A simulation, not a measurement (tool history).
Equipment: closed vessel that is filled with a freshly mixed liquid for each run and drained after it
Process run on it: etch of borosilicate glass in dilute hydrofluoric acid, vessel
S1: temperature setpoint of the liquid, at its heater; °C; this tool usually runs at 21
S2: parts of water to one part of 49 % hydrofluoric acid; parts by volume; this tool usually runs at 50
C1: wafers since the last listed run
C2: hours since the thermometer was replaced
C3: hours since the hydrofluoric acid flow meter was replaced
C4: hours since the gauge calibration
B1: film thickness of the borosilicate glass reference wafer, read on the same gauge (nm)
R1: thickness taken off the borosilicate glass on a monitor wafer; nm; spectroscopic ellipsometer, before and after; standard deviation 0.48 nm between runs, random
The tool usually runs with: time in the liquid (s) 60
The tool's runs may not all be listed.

{"run": 1, "hour": 0.0, "S1": 21, "S2": 50, "time in the liquid (s)": 60, "C1": 0, "C2": 658.2, "C3": 274.4, "C4": 2079.7, "B1": 39.97, "R1": 51.07}
{"hour": 88.7, "done": "thermometer replaced"}
{"run": 2, "hour": 172.3, "S1": 21, "S2": 50, "time in the liquid (s)": 60, "C1": 23621, "C2": 83.6, "C3": 446.7, "C4": 2252, "B1": 40.01, "R1": 52}
{"run": 3, "hour": 229.2, "S1": 21, "S2": 50, "time in the liquid (s)": 60, "C1": 7846, "C2": 140.5, "C3": 503.6, "C4": 2308.9, "B1": 39.99, "R1": 51.44}
{"hour": 293.7, "done": "hydrofluoric acid flow meter replaced"}
{"run": 4, "hour": 298.7, "S1": 21, "S2": 50, "time in the liquid (s)": 70, "C1": 9445, "C2": 210, "C3": 5, "C4": 2378.4, "B1": 40, "R1": 59.81}
{"run": 5, "hour": 341.7, "S1": 21, "S2": 50, "time in the liquid (s)": 60, "C1": 5929, "C2": 253, "C3": 48, "C4": 2421.4, "B1": 39.99, "R1": 52.24}
{"run": 6, "hour": 413.0, "S1": 21, "S2": 50, "time in the liquid (s)": 60, "C1": 9831, "C2": 324.3, "C3": 119.3, "C4": 2492.7, "B1": 40.01, "R1": 51.78}
{"run": 7, "hour": 453.2, "S1": 21, "S2": 50, "time in the liquid (s)": 60, "C1": 5543, "C2": 364.5, "C3": 159.5, "C4": 2532.9, "B1": 40, "R1": 50.31}
{"hour": 527.8, "done": "gauge calibrated"}
{"run": 8, "hour": 582.8, "S1": 21, "S2": 50, "time in the liquid (s)": 40, "C1": 17871, "C2": 494.1, "C3": 289.1, "C4": 55, "B1": 40, "R1": 34.43}
{"run": 9, "hour": 617.3, "S1": 21, "S2": 50, "time in the liquid (s)": 40, "C1": 4757, "C2": 528.6, "C3": 323.6, "C4": 89.5, "B1": 40.01, "R1": 33.91}
{"run": 10, "hour": 642.7, "S1": 22.5, "S2": 40, "time in the liquid (s)": 30, "C1": 3502, "C2": 554, "C3": 349, "C4": 114.9, "B1": 40, "R1": 35.26}
{"run": 11, "hour": 712.9, "S1": 21, "S2": 50, "time in the liquid (s)": 60, "C1": 9680, "C2": 624.2, "C3": 419.2, "C4": 185.1, "B1": 40.01, "R1": 51.51}
{"run": 12, "hour": 820.7, "S1": 21, "S2": 50, "time in the liquid (s)": 45, "C1": 14865, "C2": 732, "C3": 527, "C4": 292.9, "B1": 39.98, "R1": 38.77}
{"hour": 841.1, "done": "thermometer replaced"}
{"run": 13, "hour": 854.1, "S1": 22.5, "S2": 50, "time in the liquid (s)": 60, "C1": 4467, "C2": 13, "C3": 560.4, "C4": 326.3, "B1": 39.98, "R1": 54.43}
{"hour": 891.1, "done": "hydrofluoric acid flow meter replaced"}
{"run": 14, "hour": 903.1, "S1": 17, "S2": 30, "time in the liquid (s)": 30, "C1": 6618, "C2": 62, "C3": 12, "C4": 375.3, "B1": 40, "R1": 37.12}
{"run": 15, "hour": 957.4, "S1": 21, "S2": 35, "time in the liquid (s)": 35, "C1": 7487, "C2": 116.3, "C3": 66.3, "C4": 429.6, "B1": 40, "R1": 43.9}
{"run": 16, "hour": 1012.5, "S1": 21, "S2": 30, "time in the liquid (s)": 35, "C1": 7598, "C2": 171.4, "C3": 121.4, "C4": 484.7, "B1": 40.01, "R1": 51.95}
{"run": 17, "hour": 1044.5, "S1": 24.5, "S2": 65, "time in the liquid (s)": 95, "C1": 4412, "C2": 203.4, "C3": 153.4, "C4": 516.7, "B1": 39.98, "R1": 71.03}
{"run": 18, "hour": 1252.7, "S1": 21, "S2": 40, "time in the liquid (s)": 60, "C1": 28709, "C2": 411.6, "C3": 361.6, "C4": 724.9, "B1": 39.99, "R1": 65.24}
{"run": 19, "hour": 1462.9, "S1": 21, "S2": 75, "time in the liquid (s)": 85, "C1": 28985, "C2": 621.8, "C3": 571.8, "C4": 935.1, "B1": 40.01, "R1": 46.94}
{"run": 20, "hour": 1489.3, "S1": 21, "S2": 55, "time in the liquid (s)": 35, "C1": 3640, "C2": 648.2, "C3": 598.2, "C4": 961.5, "B1": 40.01, "R1": 26.95}
{"hour": 1539.3, "done": "hydrofluoric acid flow meter replaced"}
{"run": 21, "hour": 1547.4, "S1": 21, "S2": 50, "time in the liquid (s)": 90, "C1": 7873, "C2": 706.3, "C3": 8.1, "C4": 1019.6, "B1": 40.01, "R1": 77.04}
{"hour": 1577.6, "done": "thermometer replaced"}
{"run": 22, "hour": 1603.0, "S1": 21, "S2": 50, "time in the liquid (s)": 60, "C1": 7529, "C2": 25.4, "C3": 63.7, "C4": 1075.2, "B1": 39.99, "R1": 52.2}
{"run": 23, "hour": 1674.5, "S1": 17, "S2": 25, "time in the liquid (s)": 80, "C1": 9859, "C2": 96.9, "C3": 135.2, "C4": 1146.7, "B1": 40, "R1": 121.08}
{"run": 24, "hour": 1701.9, "S1": 21, "S2": 35, "time in the liquid (s)": 60, "C1": 3778, "C2": 124.3, "C3": 162.6, "C4": 1174.1, "B1": 40, "R1": 74.51}
{"run": 25, "hour": 1754.9, "S1": 21, "S2": 55, "time in the liquid (s)": 35, "C1": 7308, "C2": 177.3, "C3": 215.6, "C4": 1227.1, "B1": 40.01, "R1": 27.78}
{"run": 26, "hour": 1970.8, "S1": 24.5, "S2": 50, "time in the liquid (s)": 60, "C1": 29771, "C2": 393.2, "C3": 431.5, "C4": 1443, "B1": 39.98, "R1": 60.42}
{"run": 27, "hour": 2006.4, "S1": 21, "S2": 50, "time in the liquid (s)": 60, "C1": 4909, "C2": 428.8, "C3": 467.1, "C4": 1478.6, "B1": 39.99, "R1": 50.88}
{"run": 28, "hour": 2040.8, "S1": 21, "S2": 50, "time in the liquid (s)": 60, "C1": 4743, "C2": 463.2, "C3": 501.5, "C4": 1513, "B1": 39.99, "R1": 51.65}
{"run": 29, "hour": 2112.0, "S1": 23, "S2": 70, "time in the liquid (s)": 85, "C1": 9818, "C2": 534.4, "C3": 572.7, "C4": 1584.2, "B1": 39.98, "R1": 54.77}
{"hour": 2125.7, "done": "hydrofluoric acid flow meter replaced"}
{"run": 30, "hour": 2171.3, "S1": 21, "S2": 35, "time in the liquid (s)": 60, "C1": 8039, "C2": 593.7, "C3": 45.6, "C4": 1643.5, "B1": 39.99, "R1": 74.77}
{"run": 31, "hour": 2195.9, "S1": 23, "S2": 50, "time in the liquid (s)": 60, "C1": 3392, "C2": 618.3, "C3": 70.2, "C4": 1668.1, "B1": 40, "R1": 56.43}
{"run": 32, "hour": 2242.0, "S1": 25, "S2": 25, "time in the liquid (s)": 35, "C1": 6356, "C2": 664.4, "C3": 116.3, "C4": 1714.2, "B1": 40.02, "R1": 72.77}

Give the tool's hidden conditions for every run:
liquid colder than its thermometer reads (K): 0 on each run
hydrofluoric acid flow above the setpoint (%): 0 on each run
gauge reads high (%): 0 on each run
